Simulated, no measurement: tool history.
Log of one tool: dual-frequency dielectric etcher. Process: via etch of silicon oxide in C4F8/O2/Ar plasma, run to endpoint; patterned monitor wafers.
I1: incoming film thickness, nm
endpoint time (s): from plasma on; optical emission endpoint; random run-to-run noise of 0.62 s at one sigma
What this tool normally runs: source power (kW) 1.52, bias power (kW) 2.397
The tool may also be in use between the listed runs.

run 1 hour=0 | source_power_(kW)=1.52 bias_power_(kW)=2.397 | I1=962.8 | endpoint_time_(s)=206.7
run 2 hour=67.5 | source_power_(kW)=1.39 bias_power_(kW)=2.534 | I1=955.7 | endpoint_time_(s)=210.1
run 3 hour=131.5 | source_power_(kW)=1.39 bias_power_(kW)=2.534 | I1=964.4 | endpoint_time_(s)=214.7
run 4 hour=157.1 | source_power_(kW)=1.39 bias_power_(kW)=2.534 | I1=961.8 | endpoint_time_(s)=213.3
run 5 hour=187.4 | source_power_(kW)=1.52 bias_power_(kW)=2.397 | I1=965.4 | endpoint_time_(s)=209.4
run 6 hour=258.2 | source_power_(kW)=1.52 bias_power_(kW)=2.397 | I1=958.9 | endpoint_time_(s)=209.6
run 7 hour=289.4 | source_power_(kW)=1.43 bias_power_(kW)=2.397 | I1=960.2 | endpoint_time_(s)=215.2
run 8 hour=356.2 | source_power_(kW)=1.43 bias_power_(kW)=2.397 | I1=958.4 | endpoint_time_(s)=216.4
run 9 hour=397.4 | source_power_(kW)=1.52 bias_power_(kW)=2.397 | I1=963.1 | endpoint_time_(s)=210.7
-- hour=425.9 wet clean of the chamber
run 10 hour=466.5 | source_power_(kW)=1.52 bias_power_(kW)=2.397 | I1=953.6 | endpoint_time_(s)=200.1
run 11 hour=502.9 | source_power_(kW)=1.52 bias_power_(kW)=2.397 | I1=960.7 | endpoint_time_(s)=202.6
-- hour=534 source power generator calibrated
run 12 hour=534.5 | source_power_(kW)=1.7 bias_power_(kW)=2.397 | I1=960.4 | endpoint_time_(s)=197.1
run 13 hour=574.6 | source_power_(kW)=1.89 bias_power_(kW)=2.756 | I1=958 | endpoint_time_(s)=180
-- hour=626.5 upper electrode replaced
run 14 hour=646.5 | source_power_(kW)=1.79 bias_power_(kW)=2.397 | I1=964.4 | endpoint_time_(s)=195.5
run 15 hour=691.8 | source_power_(kW)=1.35 bias_power_(kW)=2.558 | I1=959.8 | endpoint_time_(s)=213.9
run 16 hour=760.5 | source_power_(kW)=1.65 bias_power_(kW)=2.912 | I1=953.2 | endpoint_time_(s)=188.3
run 17 hour=819.9 | source_power_(kW)=1.9 bias_power_(kW)=2.397 | I1=949.5 | endpoint_time_(s)=189.5
run 18 hour=886.1 | source_power_(kW)=1.64 bias_power_(kW)=2.397 | I1=959.9 | endpoint_time_(s)=204
-- hour=915.1 bias power generator calibrated
-- hour=920.5 wet clean of the chamber
run 19 hour=926.3 | source_power_(kW)=1.21 bias_power_(kW)=2.077 | I1=962 | endpoint_time_(s)=238.8
run 20 hour=990.2 | source_power_(kW)=1.52 bias_power_(kW)=2.173 | I1=956.3 | endpoint_time_(s)=213.1
run 21 hour=1014.9 | source_power_(kW)=1.52 bias_power_(kW)=2.397 | I1=961.3 | endpoint_time_(s)=208
run 22 hour=1075.9 | source_power_(kW)=1.81 bias_power_(kW)=2.168 | I1=960.6 | endpoint_time_(s)=200
run 23 hour=1136.9 | source_power_(kW)=1.52 bias_power_(kW)=2.397 | I1=962.7 | endpoint_time_(s)=210
run 24 hour=1182.2 | source_power_(kW)=1.15 bias_power_(kW)=2.397 | I1=967.4 | endpoint_time_(s)=238.5
run 25 hour=1216.1 | source_power_(kW)=1.52 bias_power_(kW)=2.82 | I1=965.1 | endpoint_time_(s)=199.9

What the log doesn't show, run by run:
bias power that arrives over what is set, %: 0 on each run
H1: etch rate over this chamber's usual, %
H2: source power that arrives over what is set, %
run=1 H1=-0.768 H2=1.71
run=2 H1=-1.28 H2=1.93
run=3 H1=-1.77 H2=2.15
run=4 H1=-1.97 H2=2.24
run=5 H1=-2.2 H2=2.36
run=6 H1=-2.74 H2=2.63
run=7 H1=-2.97 H2=2.75
run=8 H1=-3.48 H2=3.03
run=9 H1=-3.8 H2=3.2
run=10 H1=0.622 H2=3.51
run=11 H1=0.344 H2=3.68
run=12 H1=0.104 H2=0.0875
run=13 H1=-0.202 H2=0.09
run=14 H1=-0.75 H2=0.107
run=15 H1=-1.09 H2=0.126
run=16 H1=-1.62 H2=0.166
run=17 H1=-2.07 H2=0.212
run=18 H1=-2.58 H2=0.277
run=19 H1=-0.0205 H2=0.323
run=20 H1=-0.507 H2=0.406
run=21 H1=-0.696 H2=0.441
run=22 H1=-1.16 H2=0.536
run=23 H1=-1.63 H2=0.643
run=24 H1=-1.97 H2=0.73
run=25 H1=-2.23 H2=0.799
